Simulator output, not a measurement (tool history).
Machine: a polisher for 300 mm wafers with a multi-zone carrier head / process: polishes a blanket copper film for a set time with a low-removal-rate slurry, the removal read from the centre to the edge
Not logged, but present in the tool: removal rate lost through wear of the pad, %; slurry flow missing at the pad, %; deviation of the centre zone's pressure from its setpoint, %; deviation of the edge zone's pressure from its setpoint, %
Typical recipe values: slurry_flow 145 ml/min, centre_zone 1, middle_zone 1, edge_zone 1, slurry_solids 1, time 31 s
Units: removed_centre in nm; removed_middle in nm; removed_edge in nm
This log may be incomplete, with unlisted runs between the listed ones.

run	hour	slurry_flow	centre_zone	middle_zone	edge_zone	slurry_solids	time	wafers since the last listed run	wafers polished on this pad	hours since the slurry nozzle was cleaned	hours since the centre zone pressure was calibrated	hours since the edge zone pressure was calibrated	hours since the carrier head's membrane was replaced	incoming thickness of the incoming film, nm	removed_centre	removed_middle	removed_edge
1	0	185	1	0.92	1	0.85	35	0	3689	37	263.3	345.3	546.4	1398.2	101.7	97.1	100.1
2	66.1	145	0.96	1	1	0.8	31	943	4633	103.1	329.4	411.4	612.5	1399.1	83.3	83.2	84.4
3	94	145	1	1	1	1	31	398	5031	131	357.3	439.3	640.4	1374	87.9	88.1	89.1
4	136.1	145	1	1	1	1	31	601	5632	173.1	399.4	481.4	682.5	1404.1	88.8	88.4	88.9
# hour 164.7: worn pad replaced by a new one
5	193.8	145	1	1	1	1	31	766	415	230.8	457.1	539.1	740.2	1362.4	96.2	97.4	99.3
# hour 234.4: centre zone pressure recalibrated
6	252.4	145	1	1	1	1	31	808	1223	289.4	18	597.7	798.8	1373.1	94.3	94.8	95.5
7	317.1	145	1	0.97	1	1	31	923	2147	354.1	82.7	662.4	863.5	1385.3	92.4	90.5	93.3
8	364.5	145	0.92	1	1	1	31	676	2824	401.5	130.1	709.8	910.9	1387.9	85.1	91.4	91.1
9	502.5	100	1.08	1	1	1	31	1970	4794	539.5	268.1	847.8	1048.9	1350.8	88.1	83.2	86
# hour 537: worn pad replaced by a new one
10	549.5	145	1	1	1	1	31	613	177	586.5	315.1	894.8	1095.9	1368.4	99.4	98.4	100
# hour 568.6: carrier head's membrane replaced by a new one
11	598.6	145	1	1.1	1.03	0.9	31	629	807	635.6	364.2	943.9	30	1383.2	92.5	102.2	96
12	651.7	145	1	1	1	1.3	37	758	1565	688.7	417.3	997	83.1	1406.6	118.5	117.1	120.6
13	701.4	125	1	1	1	1	31	709	2275	738.4	467	1046.7	132.8	1366.7	89	91	91.3
# hour 713: edge zone pressure recalibrated
14	757.4	145	1	1	1.02	1.15	31	771	3046	794.4	523	44.4	188.8	1398.4	94.4	93.7	95.6
# hour 765: centre zone pressure recalibrated
# hour 777.4: slurry nozzle cleaned
15	790.8	145	0.89	1	1.1	1	31	434	3480	13.4	25.8	77.8	222.2	1379.2	83.3	91.4	96.1
16	848.4	145	1	1	1	1	31	822	4302	71	83.4	135.4	279.8	1397.5	89.6	92.4	90.6
17	897.7	170	0.89	1	1.1	1	24	703	5006	120.3	132.7	184.7	329.1	1356.2	64.2	71.5	73.7
# hour 929.7: worn pad replaced by a new one
18	958.5	145	1.09	0.96	0.92	1	26	811	411	181.1	193.5	245.5	389.9	1385.8	88.6	80.4	79.7
19	1018.5	145	0.96	1	1	0.8	31	856	1268	241.1	253.5	305.5	449.9	1397.2	87.4	90.8	91
20	1050.2	145	1.04	1.05	0.88	1	27	452	1721	272.8	285.2	337.2	481.6	1372.4	84.9	84.4	77.5

Forecast each of these 5 alternatives for the next run:
A	1050.6	145	1	1	1	1	31	5	1726	273.2	285.6	337.6	482	1403.4	?	?	?
B	1050.6	145	1	0.92	1.1	1	23	5	1726	273.2	285.6	337.6	482	1403.4	?	?	?
C	1050.6	145	1	0.88	1.06	1	31	5	1726	273.2	285.6	337.6	482	1403.4	?	?	?
D	1050.6	145	1	1	1	1.15	31	5	1726	273.2	285.6	337.6	482	1403.4	?	?	?
E	1050.6	145	0.88	1	1	1	31	5	1726	273.2	285.6	337.6	482	1403.4	?	?	?

run	removed_centre	removed_middle	removed_edge
A	93.2	94.3	94.5
B	69.1	65.3	73.6
C	93.1	85	97.4
D	96.3	97.4	97.7
E	83.4	94.3	94.5
Had the tool no hidden state, the same runs would have come out as:
run	removed_centre	removed_middle	removed_edge
A	100.7	101.9	102.2
B	74.7	70.6	79.6
C	100.6	91.9	105.3
D	104.1	105.3	105.6
E	90.2	102	102.2
